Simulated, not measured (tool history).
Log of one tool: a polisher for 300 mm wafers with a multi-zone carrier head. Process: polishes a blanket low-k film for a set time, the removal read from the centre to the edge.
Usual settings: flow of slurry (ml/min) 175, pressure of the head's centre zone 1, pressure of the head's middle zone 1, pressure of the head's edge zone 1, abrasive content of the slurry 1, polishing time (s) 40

run,day,flow of slurry (ml/min),pressure of the head's centre zone,pressure of the head's middle zone,pressure of the head's edge zone,abrasive content of the slurry,polishing time (s),wafers since the last listed run,wafers polished on this pad,hours since the slurry nozzle was cleaned,hours since the centre zone pressure was calibrated,hours since the edge zone pressure was calibrated,hours since the carrier head's membrane was replaced,"incoming thickness of the incoming film, nm",film removed at the wafer's centre (Å),film removed at mid-radius (Å),film removed at the wafer's edge (Å)
1,0,175,0.92,1,0.91,1,40,0,1476,8.8,583.3,964.7,777.9,629.5,113,129,126
# day 0.1: centre zone pressure recalibrated
# day 0.267: edge zone pressure recalibrated
# day 8.525: worn pad replaced by a new one
2,10.796,175,1,1,1,1,40,2573,558,267.9,256.7,252.7,1037,634.9,130,128,133
3,13.417,175,1,1.03,1.05,1,40,644,1202,330.8,319.6,315.6,1099.9,638.4,128,132,132
4,16.404,175,1,1.03,1.05,1,40,734,1937,402.5,391.3,387.3,1171.6,640.6,124,131,133
5,18.438,175,1,1,1,1,40,500,2437,451.3,440.1,436.1,1220.4,640.4,123,125,131
6,20.988,175,1,1,1,1,40,627,3064,512.5,501.3,497.3,1281.6,633.2,121,127,130
# day 23.179: worn pad replaced by a new one
7,24.371,175,1,1,1,1,40,791,293,593.7,582.5,578.5,1362.8,647,119,125,129
# day 25.871: slurry nozzle cleaned
# day 29.579: centre zone pressure recalibrated
8,30.246,175,1,1,1,1,40,1414,1707,105,16,719.5,1503.8,635.2,133,131,133
# day 31.108: carrier head's membrane replaced by a new one
9,33.742,175,1,1,1,1,40,808,2515,188.9,99.9,803.4,63.2,636.3,132,133,133
10,35.662,175,1,1,1,1,40,472,2988,235,146,849.5,109.3,638.3,131,128,131
# day 37.254: worn pad replaced by a new one
11,37.629,175,1,1,0.93,1,40,442,91,282.2,193.2,896.7,156.5,644.9,130,132,126
# day 38.033: edge zone pressure recalibrated
12,41.412,175,1,1,1,1,28,909,1001,373,284,81.1,247.3,640.4,91,91,94
13,44.933,150,1,1.12,0.9,1,40,865,1867,457.5,368.5,165.6,331.8,633.5,119,136,122
14,46.904,190,1,1,1,1,40,484,2352,504.8,415.8,212.9,379.1,646.4,124,129,133
15,48.988,175,1,1,1,1,28,512,2864,554.8,465.8,262.9,429.1,643.4,84,88,91
# day 52.004: slurry nozzle cleaned
# day 52.062: worn pad replaced by a new one
16,53.088,175,1,1,1,1,40,983,251,26,564.2,361.3,527.5,637.1,122,130,134
17,56.8,120,0.96,0.92,1.1,1,40,913,1165,115.1,653.3,450.4,616.6,648.9,104,113,129
# day 57.6: centre zone pressure recalibrated
18,60.117,235,1,1,1,1,40,795,1960,194.7,60.4,530,696.2,645,140,136,138
19,61.875,175,1,1,1,1,40,432,2392,236.9,102.6,572.2,738.4,640.5,137,129,133
20,65.492,195,0.89,1,0.93,1,32,889,3282,323.7,189.4,659,825.2,652.6,95,105,104

Hidden state at the last listed run before each entry between runs and at the first one after, where it differs:
Between runs 1 and 2: centre zone pressure recalibrated (day 0.1); edge zone pressure recalibrated (day 0.267); worn pad replaced by a new one (day 8.525)
  slurry flow missing at the pad, %: 2.98 -> 6.63; deviation of the centre zone's pressure from its setpoint, %: -10.5 -> -4.73
  measured less the result without the state, film removed at the wafer's centre (Å): -14 -> -8; film removed at mid-radius (Å): -1 -> -1; film removed at the wafer's edge (Å): +0 -> -1
Between runs 6 and 7: worn pad replaced by a new one (day 23.179)
  slurry flow missing at the pad, %: 16.4 -> 20.9; deviation of the centre zone's pressure from its setpoint, %: -8.98 -> -10.4
  measured less the result without the state, film removed at the wafer's centre (Å): -17 -> -20; film removed at mid-radius (Å): -3 -> -5; film removed at the wafer's edge (Å): -3 -> -4
Between runs 7 and 8: slurry nozzle cleaned (day 25.871); centre zone pressure recalibrated (day 29.579)
  slurry flow missing at the pad, %: 20.9 -> 1.39; deviation of the centre zone's pressure from its setpoint, %: -10.4 -> -1.82
  measured less the result without the state, film removed at the wafer's centre (Å): -20 -> -2; film removed at mid-radius (Å): -5 -> +0; film removed at the wafer's edge (Å): -4 -> +0
Between runs 8 and 9: carrier head's membrane replaced by a new one (day 31.108)
  slurry flow missing at the pad, %: 1.39 -> 2.65; deviation of the centre zone's pressure from its setpoint, %: -1.82 -> -3.28
  measured less the result without the state, film removed at the wafer's centre (Å): -2 -> -5; film removed at mid-radius (Å): +0 -> +0; film removed at the wafer's edge (Å): +0 -> -1
Between runs 10 and 11: worn pad replaced by a new one (day 37.254)
  slurry flow missing at the pad, %: 3.64 -> 4.89; deviation of the centre zone's pressure from its setpoint, %: -4.08 -> -4.9
  measured less the result without the state, film removed at the wafer's centre (Å): -7 -> -8; film removed at mid-radius (Å): -1 -> -2; film removed at the wafer's edge (Å): +0 -> -1
Between runs 11 and 12: edge zone pressure recalibrated (day 38.033)
  slurry flow missing at the pad, %: 4.89 -> 7.92; deviation of the centre zone's pressure from its setpoint, %: -4.9 -> -6.48
  measured less the result without the state, film removed at the wafer's centre (Å): -8 -> -8; film removed at mid-radius (Å): -2 -> -1; film removed at the wafer's edge (Å): -1 -> -1
Between runs 15 and 16: slurry nozzle cleaned (day 52.004); worn pad replaced by a new one (day 52.062)
  slurry flow missing at the pad, %: 16.5 -> 4.46; deviation of the centre zone's pressure from its setpoint, %: -9.65 -> -11.4
  measured less the result without the state, film removed at the wafer's centre (Å): -12 -> -17; film removed at mid-radius (Å): -3 -> -1; film removed at the wafer's edge (Å): -2 -> +0
Between runs 17 and 18: centre zone pressure recalibrated (day 57.6)
  slurry flow missing at the pad, %: 5.11 -> 6.36; deviation of the centre zone's pressure from its setpoint, %: -12.9 -> -0.0649
  measured less the result without the state, film removed at the wafer's centre (Å): -17 -> -1; film removed at mid-radius (Å): -1 -> -1; film removed at the wafer's edge (Å): -1 -> -1
